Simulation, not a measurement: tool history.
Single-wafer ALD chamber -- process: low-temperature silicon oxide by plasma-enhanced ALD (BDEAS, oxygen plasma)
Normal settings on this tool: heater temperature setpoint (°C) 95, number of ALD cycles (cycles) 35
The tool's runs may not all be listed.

run    hour  heater temperature setpoint (°C)  number of ALD cycles (cycles)  read-back reference wafer on the same gauge, thickness_nm  mean film thickness on the monitor wafer (angstrom)
  1       0                                95                             33                                                       6.23                                                50.79
      101.9  -- thermocouple changed; heater temperature recalibrated
  2   102.4                                95                             37                                                      6.252                                                   57
  3   150.5                                95                             37                                                      6.263                                                57.86
  4   233.7                                95                             37                                                      6.291                                                57.52
  5     314                                95                             35                                                      6.332                                                54.29
  6   384.7                                95                             35                                                      6.335                                                54.61
  7     435                                95                             35                                                      6.357                                                54.87
  8   514.8                                95                             35                                                      6.395                                                55.47
      591.2  -- gauge calibrated
  9   605.6                                95                             35                                                      6.132                                                52.84
 10     711                                95                             35                                                      6.125                                                52.83
 11   757.1                                95                             35                                                      6.132                                                52.69
 12   833.3                                95                             35                                                      6.115                                                53.58
 13   901.8                                95                             35                                                      6.116                                                52.73
 14   980.2                                95                             35                                                      6.119                                                52.88
 15  1061.8                                95                             37                                                       6.16                                                56.09
       1093  -- thermocouple changed; heater temperature recalibrated
 16  1119.1                                95                             35                                                      6.156                                                53.46
 17  1157.5                               104                             33                                                      6.166                                                48.84
 18  1200.6                                88                             31                                                      6.165                                                48.59
 19    1255                                85                             38                                                      6.153                                                   60
 20    1308                                95                             29                                                      6.167                                                44.26
 21  1347.6                               101                             32                                                      6.171                                                   48
 22    1455                               100                             29                                                      6.194                                                43.39
 23    1514                               106                             35                                                      6.207                                                51.84
 24  1574.4                                84                             29                                                      6.221                                                46.03
 25  1612.7                               104                             31                                                      6.218                                                46.29
 26    1720                                95                             35                                                      6.248                                                53.92
 27  1782.4                               104                             28                                                      6.254                                                42.18
 28  1845.5                                91                             41                                                      6.277                                                64.53

Here are 3 independent what-if runs from the current tool condition. What would each one return?
  A  1846                                95                             35                                                          ?                                                    ?
  B  1846                               101                             28                                                          ?                                                    ?
  C  1846                               108                             31                                                          ?                                                    ?

run  read-back reference wafer on the same gauge, thickness_nm  mean film thickness on the monitor wafer (angstrom)
  A                                                      6.274                                                54.36
  B                                                      6.274                                                42.57
  C                                                      6.274                                                46.45
Take away the tool's hidden state, keep each run's random variation, and the runs would have read:
run  mean film thickness on the monitor wafer (angstrom)
  A                                                52.59
  B                                                41.19
  C                                                44.95
